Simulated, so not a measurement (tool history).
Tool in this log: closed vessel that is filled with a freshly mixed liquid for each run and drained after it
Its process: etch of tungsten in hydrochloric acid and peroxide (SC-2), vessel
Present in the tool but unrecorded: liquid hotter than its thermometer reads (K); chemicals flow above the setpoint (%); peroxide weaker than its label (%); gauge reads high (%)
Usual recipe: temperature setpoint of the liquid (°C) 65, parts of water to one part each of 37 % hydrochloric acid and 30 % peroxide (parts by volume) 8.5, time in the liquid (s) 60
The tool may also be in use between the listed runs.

run   hour  temperature setpoint of the liquid (°C)  parts of water to one part each of 37 % hydrochloric acid and 30 % peroxide (parts by volume)  time in the liquid (s)  wafers since the last listed run  hours since the thermometer was replaced  hours since the chemicals flow meter was replaced  hours since the drum of peroxide was connected  hours since the gauge calibration  read-back film thickness of the tungsten reference wafer, read on the same gauge (nm)  thickness taken off the tungsten on a monitor wafer (angstrom)
  1      0                                       65                                                                                              6                      60                                 0                                    1939.7                                             1710.1                                          1348.2                              145.5                                                                                 150.02                                                           608.8
  2   11.8                                       65                                                                                              6                      60                              1686                                    1951.5                                             1721.9                                            1360                              157.3                                                                                 149.99                                                           610.7
  3   21.7                                       65                                                                                              6                      60                              1415                                    1961.4                                             1731.8                                          1369.9                              167.2                                                                                    150                                                           604.9
  4   37.7                                       58                                                                                            8.5                      60                              2287                                    1977.4                                             1747.8                                          1385.9                              183.2                                                                                    150                                                           297.6
  5   52.1                                       58                                                                                            8.5                      60                              2058                                    1991.8                                             1762.2                                          1400.3                              197.6                                                                                 150.01                                                           301.2
  6   67.8                                       58                                                                                            8.5                      60                              2244                                    2007.5                                             1777.9                                            1416                              213.3                                                                                 149.98                                                           295.7
  7   76.6                                     69.5                                                                                              7                      60                              1257                                    2016.3                                             1786.7                                          1424.8                              222.1                                                                                    150                                                           710.8
  8   92.4                                       72                                                                                            8.5                      60                              2258                                    2032.1                                             1802.5                                          1440.6                              237.9                                                                                 149.99                                                           696.5
  9    100                                       65                                                                                            8.5                      60                              1086                                    2039.7                                             1810.1                                          1448.2                              245.5                                                                                 150.02                                                           458.6
 10  106.2                                       65                                                                                            8.5                      60                               886                                    2045.9                                             1816.3                                          1454.4                              251.7                                                                                 150.02                                                           458.2
 11  119.6                                       65                                                                                            8.5                      60                              1915                                    2059.3                                             1829.7                                          1467.8                              265.1                                                                                    150                                                           458.4
     125.9  -- chemicals flow meter replaced
 12  127.5                                       61                                                                                            6.5                      75                               986                                    2067.2                                                1.6                                          1475.7                                273                                                                                    150                                                             554

Estimate the outcome of run 13 from the log above:
 13   140                                     55.5                                                                                           10.5                      60                              1786                                    2079.7                                               14.1                                          1488.2                              285.5                                                                                      ?                                                               ?

read-back film thickness of the tungsten reference wafer, read on the same gauge (nm): 150.02
thickness taken off the tungsten on a monitor wafer (angstrom): 212.6
Take away the tool's hidden state, keep the run-to-run variation as it was, and the same run would have given thickness taken off the tungsten on a monitor wafer (angstrom) 233.
